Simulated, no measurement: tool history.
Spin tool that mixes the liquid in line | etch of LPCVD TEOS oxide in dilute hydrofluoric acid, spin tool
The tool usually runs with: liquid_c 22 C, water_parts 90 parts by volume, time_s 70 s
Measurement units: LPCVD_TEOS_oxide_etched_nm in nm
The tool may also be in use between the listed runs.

run	hour	liquid_c	water_parts	time_s	wafers since the last listed run	hours since the thermometer was replaced	hours since the hydrofluoric acid flow meter was replaced	hours since the gauge calibration	read-back film thickness of the LPCVD TEOS oxide reference wafer, read on the same gauge (nm)	LPCVD_TEOS_oxide_etched_nm
1	0	22	90	70	0	517.6	298.5	247.2	89.99	13.25
2	45.4	22	90	70	451	563	343.9	292.6	89.97	13.23
3	92.4	22	90	70	467	610	390.9	339.6	89.99	13.25
4	193	22	90	70	999	710.6	491.5	440.2	90	13.31
5	263	22	90	70	695	780.6	561.5	510.2	90	13.36
6	330.3	22	90	70	668	847.9	628.8	577.5	89.99	13.35
7	548.3	22	90	70	2166	1065.9	846.8	795.5	89.99	13.53
8	698.3	22	70	40	1491	1215.9	996.8	945.5	89.99	10.15
9	781.6	22	70	40	828	1299.2	1080.1	1028.8	90.02	10.18
10	874.5	22	70	40	923	1392.1	1173	1121.7	90.01	10.32
# hour 950: hydrofluoric acid flow meter replaced
# hour 1155.7: gauge calibrated
11	1155.8	19.5	90	70	2786	1673.4	205.8	0.1	90	11.91
12	1245.9	19.5	90	70	895	1763.5	295.9	90.2	90.01	11.83
13	1335.9	18	125	50	894	1853.5	385.9	180.2	90.02	5.61
# hour 1369.8: thermometer replaced
14	1381.7	19.5	90	45	445	11.9	431.7	226	89.98	7.68
15	1454	22	55	80	718	84.2	504	298.3	89.98	25.98
16	1502.3	22	90	70	480	132.5	552.3	346.6	89.99	13.35
17	1554.7	22	90	70	520	184.9	604.7	399	90.01	13.39
18	1631.1	25	90	70	759	261.3	681.1	475.4	89.98	15.07
19	1705.1	22	90	70	735	335.3	755.1	549.4	90	13.48
20	1927.3	22	90	70	2208	557.5	977.3	771.6	89.98	13.67
21	2028.6	17.5	120	110	1006	658.8	1078.6	872.9	89.96	12.94
22	2071.7	20	90	85	428	701.9	1121.7	916	90.01	15.2
# hour 2098.1: hydrofluoric acid flow meter replaced
23	2118.5	18.5	50	95	455	748.7	20.4	962.8	90.02	28.94
24	2190	22	110	40	710	820.2	91.9	1034.3	90.01	5.99

Below are 3 alternative next runs, each starting from the tool's condition after run 24. Predict each:
A	2190.4	22	90	70	3	820.6	92.3	1034.7	?	?
B	2190.4	23.5	55	70	3	820.6	92.3	1034.7	?	?
C	2190.4	24	50	100	3	820.6	92.3	1034.7	?	?

run	read-back film thickness of the LPCVD TEOS oxide reference wafer, read on the same gauge (nm)	LPCVD_TEOS_oxide_etched_nm
A	90	13.15
B	90	23.9
C	90	38.59
With no hidden state in the tool, these same runs would have given:
run	LPCVD_TEOS_oxide_etched_nm
A	13.05
B	23.71
C	38.28
